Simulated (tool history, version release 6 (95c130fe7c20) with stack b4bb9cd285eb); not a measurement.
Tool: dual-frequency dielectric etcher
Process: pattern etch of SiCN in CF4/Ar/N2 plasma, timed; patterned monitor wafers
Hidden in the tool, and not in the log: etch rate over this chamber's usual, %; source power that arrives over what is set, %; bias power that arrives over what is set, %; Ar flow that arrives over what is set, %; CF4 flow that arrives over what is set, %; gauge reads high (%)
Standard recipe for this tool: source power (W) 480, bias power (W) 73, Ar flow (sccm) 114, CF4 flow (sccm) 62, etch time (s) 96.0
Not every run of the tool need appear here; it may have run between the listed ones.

run	hour	source power (W)	bias power (W)	Ar flow (sccm)	CF4 flow (sccm)	etch time (s)	wafers since the last listed run	hours since the last wet clean	hours since the last source power generator calibration	hours since the last bias power generator calibration	hours since the last Ar flow controller change	hours since the last CF4 flow controller change	hours since the last upper electrode change	hours since the gauge calibration	read-back reference wafer on the same gauge, depth_nm	mean etch depth across the wafer (nm)
1	0.0	480	73	114	62	96.0	0	229.6	2447.3	3969.6	1471.4	1906.6	1798.1	130.5	94.1	82.2
2	14.6	480	73	114	62	96.0	186	244.2	2461.9	3984.2	1486.0	1921.2	1812.7	145.1	94.1	81.7
3	22.6	430	73	114	62	103.5	102	252.2	2469.9	3992.2	1494.0	1929.2	1820.7	153.1	94.0	79.1
4	37.4	430	73	114	62	103.5	188	267.0	2484.7	4007.0	1508.8	1944.0	1835.5	167.9	94.2	79.1
5	53.8	480	78	114	62	96.0	209	283.4	2501.1	4023.4	1525.2	1960.4	1851.9	184.3	94.1	84.9
6	66.7	480	78	114	62	96.0	164	296.3	2514.0	4036.3	1538.1	1973.3	1864.8	197.2	94.1	84.7
# hour 76.9: gauge calibrated
7	79.4	480	73	114	62	96.0	162	309.0	2526.7	4049.0	1550.8	1986.0	1877.5	2.5	94.1	81.8
# hour 86.7: CF4 flow controller replaced
# hour 118.9: upper electrode replaced
8	119.4	480	73	114	62	96.0	127	349.0	2566.7	4089.0	1590.8	32.7	0.5	42.5	94.1	82.4
9	119.7	480	73	114	62	96.0	3	349.3	2567.0	4089.3	1591.1	33.0	0.8	42.8	94.2	81.5
10	120.0	570	82	114	62	96.0	3	349.6	2567.3	4089.6	1591.4	33.3	1.1	43.1	94.1	102.8
11	123.1	480	67	138	47	117.0	39	352.7	2570.4	4092.7	1594.5	36.4	4.2	46.2	94.1	88.3
12	140.4	480	67	87	62	96.0	220	370.0	2587.7	4110.0	1611.8	53.7	21.5	63.5	94.0	80.2
13	154.3	480	73	114	62	96.0	177	383.9	2601.6	4123.9	1625.7	67.6	35.4	77.4	94.1	81.6
# hour 164.2: source power generator calibrated
# hour 180.3: wet clean of the chamber
14	180.8	590	58	114	62	96.0	81	0.5	16.6	4150.4	1652.2	94.1	61.9	103.9	94.1	88.0
# hour 190.6: bias power generator calibrated
# hour 202.6: Ar flow controller replaced
15	203.1	480	73	114	71	96.0	156	22.8	38.9	12.5	0.5	116.4	84.2	126.2	94.1	83.8
16	212.8	480	73	114	62	96.0	123	32.5	48.6	22.2	10.2	126.1	93.9	135.9	94.2	82.2
17	232.0	480	65	103	62	96.0	244	51.7	67.8	41.4	29.4	145.3	113.1	155.1	94.1	77.4
18	243.8	430	73	114	74	96.0	150	63.5	79.6	53.2	41.2	157.1	124.9	166.9	93.9	75.7
19	253.3	480	73	114	66	96.0	121	73.0	89.1	62.7	50.7	166.6	134.4	176.4	94.0	82.2
# hour 262.9: gauge calibrated
20	269.3	480	79	96	67	88.0	204	89.0	105.1	78.7	66.7	182.6	150.4	6.4	94.1	80.8

Each row is a separate what-if for the run after 20, all from the same tool condition, not one after another. Results?
A	269.7	480	79	114	62	96.0	5	89.4	105.5	79.1	67.1	183.0	150.8	6.8	?	?
B	269.7	480	84	114	62	96.0	5	89.4	105.5	79.1	67.1	183.0	150.8	6.8	?	?
C	269.7	480	80	114	62	96.0	5	89.4	105.5	79.1	67.1	183.0	150.8	6.8	?	?
D	269.7	480	73	90	62	96.0	5	89.4	105.5	79.1	67.1	183.0	150.8	6.8	?	?
E	269.7	480	87	114	62	96.0	5	89.4	105.5	79.1	67.1	183.0	150.8	6.8	?	?

run	read-back reference wafer on the same gauge, depth_nm	mean etch depth across the wafer (nm)
A	94.0	85.8
B	94.0	88.8
C	94.0	86.4
D	94.0	83.8
E	94.0	90.5
Without the tool's hidden state the same runs would have given:
run	mean etch depth across the wafer (nm)
A	85.8
B	88.8
C	86.4
D	83.8
E	90.5
